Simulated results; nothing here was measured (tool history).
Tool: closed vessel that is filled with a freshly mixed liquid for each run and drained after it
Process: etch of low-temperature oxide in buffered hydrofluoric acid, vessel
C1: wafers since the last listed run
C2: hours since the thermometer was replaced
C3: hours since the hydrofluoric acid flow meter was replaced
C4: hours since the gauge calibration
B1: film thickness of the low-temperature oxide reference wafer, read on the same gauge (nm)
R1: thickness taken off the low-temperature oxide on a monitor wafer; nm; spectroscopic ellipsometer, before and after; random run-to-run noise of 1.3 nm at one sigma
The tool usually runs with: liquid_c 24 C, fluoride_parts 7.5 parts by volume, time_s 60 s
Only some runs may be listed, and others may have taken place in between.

Run 1, hour 0: usual settings; C1 0; C2 1779.2; C3 924.9; C4 211.6; B1 70.01. Result: R1 222.22 nm.
At hour 24.7: hydrofluoric acid flow meter replaced.
Run 2, hour 42.7: usual settings; C1 4239; C2 1821.9; C3 18; C4 254.3; B1 69.99. Result: R1 236.7 nm.
Run 3, hour 314.8: usual settings; C1 27664; C2 2094; C3 290.1; C4 526.4; B1 70.01. Result: R1 228.67 nm.
Run 4, hour 359.7: usual settings; C1 4564; C2 2138.9; C3 335; C4 571.3; B1 70. Result: R1 229.66 nm.
At hour 403: gauge calibrated.
Run 5, hour 429.6: usual settings; C1 7106; C2 2208.8; C3 404.9; C4 26.6; B1 69.99. Result: R1 225.75 nm.
Run 6, hour 526.8: usual settings; C1 9882; C2 2306; C3 502.1; C4 123.8; B1 70. Result: R1 226.62 nm.
Run 7, hour 570.7: usual settings; C1 4463; C2 2349.9; C3 546; C4 167.7; B1 70.01. Result: R1 223.4 nm.
Run 8, hour 642.2: usual settings but time_s 70 s; C1 7269; C2 2421.4; C3 617.5; C4 239.2; B1 70.01. Result: R1 258.39 nm.
Run 9, hour 733.4: usual settings but fluoride_parts 5.5 parts by volume; C1 9272; C2 2512.6; C3 708.7; C4 330.4; B1 70.02. Result: R1 296.05 nm.
At hour 760.7: thermometer replaced.
Run 10, hour 833.2: usual settings; C1 10045; C2 72.5; C3 808.5; C4 430.2; B1 69.99. Result: R1 235.17 nm.
At hour 847.1: hydrofluoric acid flow meter replaced.
Run 11, hour 936.3: usual settings but liquid_c 27.5 C, fluoride_parts 6 parts by volume, time_s 80 s; C1 10380; C2 175.6; C3 89.2; C4 533.3; B1 70. Result: R1 490.65 nm.
Run 12, hour 1003.6: usual settings but liquid_c 27 C, fluoride_parts 6.5 parts by volume, time_s 95 s; C1 6842; C2 242.9; C3 156.5; C4 600.6; B1 70.01. Result: R1 525.97 nm.
Run 13, hour 1062.9: usual settings; C1 6029; C2 302.2; C3 215.8; C4 659.9; B1 70.01. Result: R1 241.73 nm.
At hour 1073.6: gauge calibrated.
Run 14, hour 1136: usual settings but fluoride_parts 5.5 parts by volume, time_s 75 s; C1 7432; C2 375.3; C3 288.9; C4 62.4; B1 70. Result: R1 400.79 nm.

3 ways to go on from here, each from the tool as it stands after run 14. What would each give?
Run A, hour 1136.7: usual settings but fluoride_parts 10 parts by volume; C1 71; C2 376; C3 289.6; C4 63.1; B1 ?. Result: R1 ?.
Run B, hour 1136.7: usual settings but time_s 90 s; C1 71; C2 376; C3 289.6; C4 63.1; B1 ?. Result: R1 ?.
Run C, hour 1136.7: usual settings but liquid_c 27.5 C, fluoride_parts 5.5 parts by volume, time_s 50 s; C1 71; C2 376; C3 289.6; C4 63.1; B1 ?. Result: R1 ?.

run     B1      R1
  A  70.01  184.79
  B  70.01  359.96
  C  70.01  321.76
Stripped of hidden state, with their random variation kept, the same runs would have yielded:
run      R1
  A  191.83
  B  374.62
  C  332.95
